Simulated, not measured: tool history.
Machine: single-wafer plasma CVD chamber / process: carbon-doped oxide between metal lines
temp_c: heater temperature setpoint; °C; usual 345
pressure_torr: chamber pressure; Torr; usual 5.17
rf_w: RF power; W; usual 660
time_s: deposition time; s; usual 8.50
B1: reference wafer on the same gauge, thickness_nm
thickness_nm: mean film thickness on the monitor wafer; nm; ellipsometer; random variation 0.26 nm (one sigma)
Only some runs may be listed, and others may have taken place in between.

run 1 hour=0.0 | temp_c=345 pressure_torr=5.17 rf_w=660 time_s=8.50 | B1=52.096 | thickness_nm=53.316
run 2 hour=79.9 | temp_c=345 pressure_torr=5.17 rf_w=660 time_s=8.50 | B1=52.020 | thickness_nm=53.537
run 3 hour=168.8 | temp_c=345 pressure_torr=5.17 rf_w=660 time_s=8.50 | B1=52.092 | thickness_nm=53.939
run 4 hour=235.2 | temp_c=345 pressure_torr=5.17 rf_w=660 time_s=8.50 | B1=51.947 | thickness_nm=53.553
run 5 hour=332.3 | temp_c=345 pressure_torr=5.17 rf_w=660 time_s=8.50 | B1=51.981 | thickness_nm=53.100
run 6 hour=377.6 | temp_c=345 pressure_torr=4.28 rf_w=660 time_s=8.15 | B1=52.020 | thickness_nm=49.336
run 7 hour=464.0 | temp_c=342 pressure_torr=5.17 rf_w=660 time_s=8.50 | B1=51.996 | thickness_nm=53.461
-- hour=482.8 capacitance manometer re-zeroed and calibrated
-- hour=515.8 showerhead replaced
run 8 hour=558.4 | temp_c=342 pressure_torr=5.17 rf_w=660 time_s=8.50 | B1=52.033 | thickness_nm=53.402
run 9 hour=608.5 | temp_c=352 pressure_torr=5.17 rf_w=660 time_s=9.17 | B1=51.960 | thickness_nm=54.894
-- hour=678.7 thermocouple changed; heater temperature recalibrated
run 10 hour=703.5 | temp_c=345 pressure_torr=5.17 rf_w=530 time_s=7.33 | B1=52.026 | thickness_nm=38.510
run 11 hour=757.6 | temp_c=345 pressure_torr=5.17 rf_w=660 time_s=8.50 | B1=51.936 | thickness_nm=52.488
run 12 hour=865.4 | temp_c=345 pressure_torr=3.90 rf_w=660 time_s=8.50 | B1=52.047 | thickness_nm=50.506
-- hour=887.1 RF generator calibrated
run 13 hour=941.9 | temp_c=345 pressure_torr=6.45 rf_w=660 time_s=6.80 | B1=52.014 | thickness_nm=45.439
-- hour=1003.8 gauge calibrated
run 14 hour=1047.0 | temp_c=345 pressure_torr=5.17 rf_w=660 time_s=8.50 | B1=52.031 | thickness_nm=55.146
run 15 hour=1133.2 | temp_c=335 pressure_torr=6.04 rf_w=720 time_s=8.50 | B1=52.047 | thickness_nm=61.686
run 16 hour=1240.9 | temp_c=342 pressure_torr=5.17 rf_w=660 time_s=8.50 | B1=52.054 | thickness_nm=55.129
run 17 hour=1317.1 | temp_c=358 pressure_torr=5.17 rf_w=560 time_s=8.50 | B1=51.971 | thickness_nm=46.580

Predict each of these 3 candidate next runs independently; none follows another, all start after run 17:
run A hour=1317.5 | temp_c=345 pressure_torr=5.51 rf_w=660 time_s=8.50 | B1=? | thickness_nm=?
run B hour=1317.5 | temp_c=345 pressure_torr=4.72 rf_w=560 time_s=9.73 | B1=? | thickness_nm=?
run C hour=1317.5 | temp_c=345 pressure_torr=5.17 rf_w=545 time_s=7.85 | B1=? | thickness_nm=?

run=A B1=51.968 thickness_nm=55.199
run=B B1=51.968 thickness_nm=54.710
run=C B1=51.968 thickness_nm=43.894
Stripped of hidden state, with their random variation kept, the same runs would have yielded:
run=A thickness_nm=56.299
run=B thickness_nm=55.842
run=C thickness_nm=44.802

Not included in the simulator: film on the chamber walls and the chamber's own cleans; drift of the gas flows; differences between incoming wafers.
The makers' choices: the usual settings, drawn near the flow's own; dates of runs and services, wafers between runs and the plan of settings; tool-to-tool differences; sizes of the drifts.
